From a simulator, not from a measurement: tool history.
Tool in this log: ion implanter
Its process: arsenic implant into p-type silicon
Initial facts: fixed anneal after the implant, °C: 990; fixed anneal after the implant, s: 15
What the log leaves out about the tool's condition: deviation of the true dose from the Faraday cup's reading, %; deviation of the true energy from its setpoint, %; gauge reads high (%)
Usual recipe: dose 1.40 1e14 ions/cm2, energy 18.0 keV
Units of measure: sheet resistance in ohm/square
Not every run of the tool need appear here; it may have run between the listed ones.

run	hour	dose	energy	wafers since the last listed run	hours since the last dose calibration	hours since the extraction supply was calibrated	hours since the gauge calibration	read-back reference wafer on the same gauge, sheet resistance	sheet resistance
1	0.0	1.40	18.0	0	513.4	4810.8	514.9	591.17	565.39
2	35.2	1.40	18.0	1040	548.6	4846.0	550.1	591.77	569.55
3	89.9	1.40	18.0	1616	603.3	4900.7	604.8	592.80	566.78
4	156.1	1.40	18.0	1956	669.5	4966.9	671.0	593.88	569.90
5	220.1	1.40	18.0	1891	733.5	5030.9	735.0	595.08	569.94
6	276.0	1.40	18.0	1651	789.4	5086.8	790.9	596.24	569.14
7	304.8	1.40	18.0	851	818.2	5115.6	819.7	596.68	571.23
8	351.3	1.40	18.0	1374	864.7	5162.1	866.2	596.82	573.61
9	423.3	1.40	18.0	2127	936.7	5234.1	938.2	597.96	574.41
10	461.7	1.40	13.5	1134	975.1	5272.5	976.6	598.83	599.20
11	506.2	1.40	13.5	1315	1019.6	5317.0	1021.1	599.42	599.19
# hour 525.2: gauge calibrated
12	532.2	1.40	18.0	768	1045.6	5343.0	7.0	583.21	559.04
13	603.3	1.40	18.0	2101	1116.7	5414.1	78.1	584.64	561.30
14	644.4	1.40	18.0	1214	1157.8	5455.2	119.2	585.44	563.14
15	688.2	1.40	16.0	1294	1201.6	5499.0	163.0	586.11	573.19
16	721.0	1.40	18.0	969	1234.4	5531.8	195.8	586.23	561.18
17	753.7	1.40	15.0	966	1267.1	5564.5	228.5	587.11	575.38
18	788.1	1.40	18.0	1016	1301.5	5598.9	262.9	588.07	561.23
19	851.6	1.40	22.5	1876	1365.0	5662.4	326.4	588.34	543.96
# hour 860.4: Faraday cup replaced and dose calibrated
# hour 875.6: extraction supply calibrated
20	921.5	1.59	20.0	1592	61.1	45.9	396.3	590.44	509.53
21	966.8	1.40	18.0	1338	106.4	91.2	441.6	591.11	566.31
22	1025.5	1.40	18.0	1734	165.1	149.9	500.3	591.73	567.20
23	1078.9	1.40	18.0	1578	218.5	203.3	553.7	592.29	566.53
24	1104.5	1.40	18.0	756	244.1	228.9	579.3	592.94	567.80
25	1164.2	1.40	18.0	1764	303.8	288.6	639.0	593.40	571.63
26	1223.2	1.79	22.5	1743	362.8	347.6	698.0	594.52	462.27
27	1252.0	1.64	21.5	851	391.6	376.4	726.8	594.05	491.74
28	1293.5	1.40	12.5	1226	433.1	417.9	768.3	594.99	600.86
29	1336.4	1.69	12.0	1267	476.0	460.8	811.2	596.47	525.67
# hour 1404.0: gauge calibrated
30	1445.1	1.40	18.0	3212	584.7	569.5	41.1	586.71	563.53
31	1507.2	1.77	20.0	1835	646.8	631.6	103.2	587.74	466.12
32	1572.8	1.65	22.0	1938	712.4	697.2	168.8	588.92	484.90
33	1605.7	1.75	15.5	972	745.3	730.1	201.7	589.65	488.92

Below are 5 alternative next runs, each starting from the tool's condition after run 33. Predict each:
A	1606.1	1.40	18.0	11	745.7	730.5	202.1	?	?
B	1606.1	1.56	22.5	11	745.7	730.5	202.1	?	?
C	1606.1	1.00	20.0	11	745.7	730.5	202.1	?	?
D	1606.1	1.40	23.5	11	745.7	730.5	202.1	?	?
E	1606.1	1.71	21.5	11	745.7	730.5	202.1	?	?

run	read-back reference wafer on the same gauge, sheet resistance	sheet resistance
A	589.52	565.67
B	589.52	505.22
C	589.52	707.14
D	589.52	542.33
E	589.52	475.95
Take away the tool's hidden state, keep each run's random variation, and the runs would have read:
run	sheet resistance
A	561.20
B	501.23
C	701.55
D	538.05
E	472.19
